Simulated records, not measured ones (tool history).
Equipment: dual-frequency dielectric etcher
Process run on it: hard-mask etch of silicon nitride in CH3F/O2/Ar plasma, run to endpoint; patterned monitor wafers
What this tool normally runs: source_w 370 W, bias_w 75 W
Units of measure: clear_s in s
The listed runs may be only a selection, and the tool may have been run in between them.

run	hour	source_w	bias_w	incoming incoming film thickness, nm	clear_s
1	0.0	320	75	34.01	50.8
2	43.8	370	75	33.65	47.1
3	69.8	370	75	34.15	47.1
# hour 120.7: bias power generator calibrated
4	124.7	370	75	33.93	47.1
# hour 160.0: upper electrode replaced
5	172.2	370	75	33.98	47.1
# hour 251.6: wet clean of the chamber, repeated, since the last time left the tool worse
6	252.1	370	75	33.88	49.8
7	289.2	370	75	33.64	48.9
8	351.3	370	75	34.06	49.1
9	405.5	410	89	33.93	43.9
10	461.3	410	89	34.28	44.5
11	518.5	410	89	34.07	44.0
12	552.4	370	75	33.73	48.5
13	617.6	370	61	34.07	54.3
# hour 720.4: wet clean of the chamber
14	720.9	370	61	34.13	54.4
15	744.8	320	65	33.77	55.9
16	778.7	290	88	34.21	52.7
# hour 799.1: source power generator calibrated
17	810.0	300	75	33.98	55.0
18	862.4	330	62	33.95	56.1
19	899.8	370	75	33.84	49.0
20	932.6	410	75	33.95	46.7
21	965.0	330	75	33.75	51.6
22	1000.1	450	75	34.28	45.1
23	1057.3	370	75	33.81	48.3
24	1106.3	370	75	34.06	48.9
25	1170.8	440	83	33.63	42.7
# hour 1232.5: wet clean of the chamber
26	1233.0	400	82	34.16	46.8
27	1272.0	280	63	33.99	60.9
28	1317.9	330	75	34.04	52.1
29	1354.7	340	63	34.09	55.9
30	1402.3	400	67	33.70	49.8
31	1467.5	370	75	34.30	49.4
32	1515.8	430	89	33.67	42.4
33	1576.4	370	75	33.81	48.6
# hour 1639.0: wet clean of the chamber
34	1639.5	310	70	34.28	56.7
35	1693.9	370	57	34.27	56.8

Below are 4 alternative next runs, each starting from the tool's condition after run 35. Predict each:
A	1694.3	370	87	33.69	?
B	1694.3	410	61	33.69	?
C	1694.3	330	61	33.69	?
D	1694.3	370	85	33.69	?

run	clear_s
A	46.9
B	51.7
C	57.4
D	47.4
Take away the tool's hidden state, keep each run's random variation, and the runs would have read:
run	clear_s
A	46.8
B	51.5
C	57.2
D	47.2
